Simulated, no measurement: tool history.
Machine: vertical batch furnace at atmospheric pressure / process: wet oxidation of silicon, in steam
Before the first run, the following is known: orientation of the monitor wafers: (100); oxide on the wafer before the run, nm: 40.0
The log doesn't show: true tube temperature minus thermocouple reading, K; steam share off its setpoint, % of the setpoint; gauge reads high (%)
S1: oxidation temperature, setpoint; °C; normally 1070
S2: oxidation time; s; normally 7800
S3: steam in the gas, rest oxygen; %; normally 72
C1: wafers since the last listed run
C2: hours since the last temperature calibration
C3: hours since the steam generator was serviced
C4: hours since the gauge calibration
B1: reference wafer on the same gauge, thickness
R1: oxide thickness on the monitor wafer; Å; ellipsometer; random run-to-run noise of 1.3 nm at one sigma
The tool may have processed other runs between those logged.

{"run": 1, "hour": 0.0, "S1": 1070, "S2": 7800, "S3": 72, "C1": 0, "C2": 2336.0, "C3": 3669.5, "C4": 610.6, "B1": 657.95, "R1": 7673.3}
{"run": 2, "hour": 22.0, "S1": 1070, "S2": 7800, "S3": 72, "C1": 135, "C2": 2358.0, "C3": 3691.5, "C4": 632.6, "B1": 657.92, "R1": 7706.9}
{"run": 3, "hour": 42.2, "S1": 1086, "S2": 7800, "S3": 72, "C1": 124, "C2": 2378.2, "C3": 3711.7, "C4": 652.8, "B1": 657.8, "R1": 8179.4}
{"run": 4, "hour": 54.3, "S1": 1070, "S2": 7800, "S3": 72, "C1": 74, "C2": 2390.3, "C3": 3723.8, "C4": 664.9, "B1": 657.93, "R1": 7702.8}
{"run": 5, "hour": 102.5, "S1": 1070, "S2": 7800, "S3": 72, "C1": 297, "C2": 2438.5, "C3": 3772.0, "C4": 713.1, "B1": 657.76, "R1": 7714.9}
{"run": 6, "hour": 127.0, "S1": 1070, "S2": 6390, "S3": 72, "C1": 151, "C2": 2463.0, "C3": 3796.5, "C4": 737.6, "B1": 657.9, "R1": 6920.7}
{"run": 7, "hour": 141.5, "S1": 1070, "S2": 7800, "S3": 72, "C1": 89, "C2": 2477.5, "C3": 3811.0, "C4": 752.1, "B1": 657.96, "R1": 7711.0}
{"run": 8, "hour": 155.6, "S1": 1070, "S2": 7800, "S3": 72, "C1": 87, "C2": 2491.6, "C3": 3825.1, "C4": 766.2, "B1": 658.08, "R1": 7707.6}
{"hour": 181.3, "done": "thermocouples replaced and temperature profile calibrated"}
{"run": 9, "hour": 181.8, "S1": 1070, "S2": 7800, "S3": 72, "C1": 13, "C2": 0.5, "C3": 3851.3, "C4": 792.4, "B1": 657.93, "R1": 7547.8}
{"run": 10, "hour": 208.2, "S1": 1070, "S2": 7800, "S3": 72, "C1": 163, "C2": 26.9, "C3": 3877.7, "C4": 818.8, "B1": 658.0, "R1": 7534.5}
{"run": 11, "hour": 225.0, "S1": 1070, "S2": 7800, "S3": 72, "C1": 103, "C2": 43.7, "C3": 3894.5, "C4": 835.6, "B1": 657.65, "R1": 7540.8}
{"hour": 252.7, "done": "steam generator serviced"}
{"run": 12, "hour": 253.2, "S1": 1070, "S2": 7800, "S3": 72, "C1": 25, "C2": 71.9, "C3": 0.5, "C4": 863.8, "B1": 657.94, "R1": 7754.5}
{"run": 13, "hour": 264.7, "S1": 1070, "S2": 7800, "S3": 72, "C1": 71, "C2": 83.4, "C3": 12.0, "C4": 875.3, "B1": 658.18, "R1": 7741.8}
{"run": 14, "hour": 280.6, "S1": 1070, "S2": 7800, "S3": 72, "C1": 98, "C2": 99.3, "C3": 27.9, "C4": 891.2, "B1": 658.29, "R1": 7743.8}
{"run": 15, "hour": 306.9, "S1": 1070, "S2": 7800, "S3": 72, "C1": 162, "C2": 125.6, "C3": 54.2, "C4": 917.5, "B1": 657.66, "R1": 7728.6}
{"run": 16, "hour": 331.3, "S1": 1070, "S2": 10650, "S3": 67, "C1": 150, "C2": 150.0, "C3": 78.6, "C4": 941.9, "B1": 657.92, "R1": 8797.5}
{"run": 17, "hour": 346.9, "S1": 1070, "S2": 10440, "S3": 83, "C1": 96, "C2": 165.6, "C3": 94.2, "C4": 957.5, "B1": 658.26, "R1": 9803.2}
{"run": 18, "hour": 369.9, "S1": 1070, "S2": 5610, "S3": 61, "C1": 142, "C2": 188.6, "C3": 117.2, "C4": 980.5, "B1": 657.89, "R1": 5842.9}
{"run": 19, "hour": 379.5, "S1": 1063, "S2": 7800, "S3": 80, "C1": 59, "C2": 198.2, "C3": 126.8, "C4": 990.1, "B1": 657.88, "R1": 7955.5}
{"hour": 381.7, "done": "gauge calibrated"}
{"run": 20, "hour": 389.9, "S1": 1057, "S2": 8880, "S3": 63, "C1": 64, "C2": 208.6, "C3": 137.2, "C4": 8.2, "B1": 657.83, "R1": 7297.3}
{"run": 21, "hour": 409.6, "S1": 1070, "S2": 7800, "S3": 72, "C1": 121, "C2": 228.3, "C3": 156.9, "C4": 27.9, "B1": 657.83, "R1": 7705.8}
{"run": 22, "hour": 423.8, "S1": 1081, "S2": 7800, "S3": 63, "C1": 87, "C2": 242.5, "C3": 171.1, "C4": 42.1, "B1": 658.12, "R1": 7467.0}
{"run": 23, "hour": 445.3, "S1": 1070, "S2": 7800, "S3": 72, "C1": 132, "C2": 264.0, "C3": 192.6, "C4": 63.6, "B1": 658.04, "R1": 7735.5}
{"run": 24, "hour": 459.6, "S1": 1070, "S2": 4080, "S3": 72, "C1": 88, "C2": 278.3, "C3": 206.9, "C4": 77.9, "B1": 658.15, "R1": 5345.8}
{"run": 25, "hour": 529.1, "S1": 1048, "S2": 8880, "S3": 60, "C1": 429, "C2": 347.8, "C3": 276.4, "C4": 147.4, "B1": 658.1, "R1": 6806.8}
{"run": 26, "hour": 539.9, "S1": 1070, "S2": 7800, "S3": 72, "C1": 66, "C2": 358.6, "C3": 287.2, "C4": 158.2, "B1": 658.18, "R1": 7709.2}
{"run": 27, "hour": 554.9, "S1": 1070, "S2": 7800, "S3": 80, "C1": 92, "C2": 373.6, "C3": 302.2, "C4": 173.2, "B1": 657.71, "R1": 8165.7}
{"run": 28, "hour": 567.8, "S1": 1085, "S2": 9030, "S3": 68, "C1": 79, "C2": 386.5, "C3": 315.1, "C4": 186.1, "B1": 658.06, "R1": 8574.4}
{"run": 29, "hour": 587.3, "S1": 1054, "S2": 9270, "S3": 72, "C1": 120, "C2": 406.0, "C3": 334.6, "C4": 205.6, "B1": 658.01, "R1": 7930.8}
{"run": 30, "hour": 606.8, "S1": 1070, "S2": 7800, "S3": 72, "C1": 120, "C2": 425.5, "C3": 354.1, "C4": 225.1, "B1": 658.26, "R1": 7692.2}
{"run": 31, "hour": 620.7, "S1": 1079, "S2": 7800, "S3": 82, "C1": 85, "C2": 439.4, "C3": 368.0, "C4": 239.0, "B1": 658.1, "R1": 8579.6}
{"run": 32, "hour": 643.3, "S1": 1091, "S2": 9120, "S3": 62, "C1": 139, "C2": 462.0, "C3": 390.6, "C4": 261.6, "B1": 657.97, "R1": 8384.6}
{"run": 33, "hour": 657.2, "S1": 1070, "S2": 7800, "S3": 72, "C1": 85, "C2": 475.9, "C3": 404.5, "C4": 275.5, "B1": 657.83, "R1": 7707.3}
{"run": 34, "hour": 677.6, "S1": 1085, "S2": 11220, "S3": 72, "C1": 125, "C2": 496.3, "C3": 424.9, "C4": 295.9, "B1": 658.08, "R1": 9938.6}
{"run": 35, "hour": 702.4, "S1": 1070, "S2": 10380, "S3": 80, "C1": 153, "C2": 521.1, "C3": 449.7, "C4": 320.7, "B1": 658.12, "R1": 9527.6}
{"run": 36, "hour": 724.1, "S1": 1070, "S2": 7800, "S3": 63, "C1": 134, "C2": 542.8, "C3": 471.4, "C4": 342.4, "B1": 658.07, "R1": 7105.6}
{"run": 37, "hour": 742.1, "S1": 1070, "S2": 7800, "S3": 66, "C1": 111, "C2": 560.8, "C3": 489.4, "C4": 360.4, "B1": 658.11, "R1": 7318.7}
{"run": 38, "hour": 780.4, "S1": 1070, "S2": 11190, "S3": 75, "C1": 236, "C2": 599.1, "C3": 527.7, "C4": 398.7, "B1": 657.9, "R1": 9558.6}
{"run": 39, "hour": 806.0, "S1": 1086, "S2": 3930, "S3": 63, "C1": 158, "C2": 624.7, "C3": 553.3, "C4": 424.3, "B1": 657.94, "R1": 5177.8}

3 options for the next run, each taken on its own from the tool as it stands now. Forecast them:
{"run": "A", "hour": 812.2, "S1": 1070, "S2": 7800, "S3": 64, "C1": 38, "C2": 630.9, "C3": 559.5, "C4": 430.5, "B1": "?", "R1": "?"}
{"run": "B", "hour": 812.2, "S1": 1079, "S2": 7800, "S3": 78, "C1": 38, "C2": 630.9, "C3": 559.5, "C4": 430.5, "B1": "?", "R1": "?"}
{"run": "C", "hour": 812.2, "S1": 1070, "S2": 7800, "S3": 78, "C1": 38, "C2": 630.9, "C3": 559.5, "C4": 430.5, "B1": "?", "R1": "?"}

run=A B1=658.09 R1=7157.5
run=B B1=658.09 R1=8275.9
run=C B1=658.09 R1=7992.0
Without the tool's unlogged condition, the same runs would have read:
run=A R1=7210.0
run=B R1=8338.1
run=C R1=8051.0

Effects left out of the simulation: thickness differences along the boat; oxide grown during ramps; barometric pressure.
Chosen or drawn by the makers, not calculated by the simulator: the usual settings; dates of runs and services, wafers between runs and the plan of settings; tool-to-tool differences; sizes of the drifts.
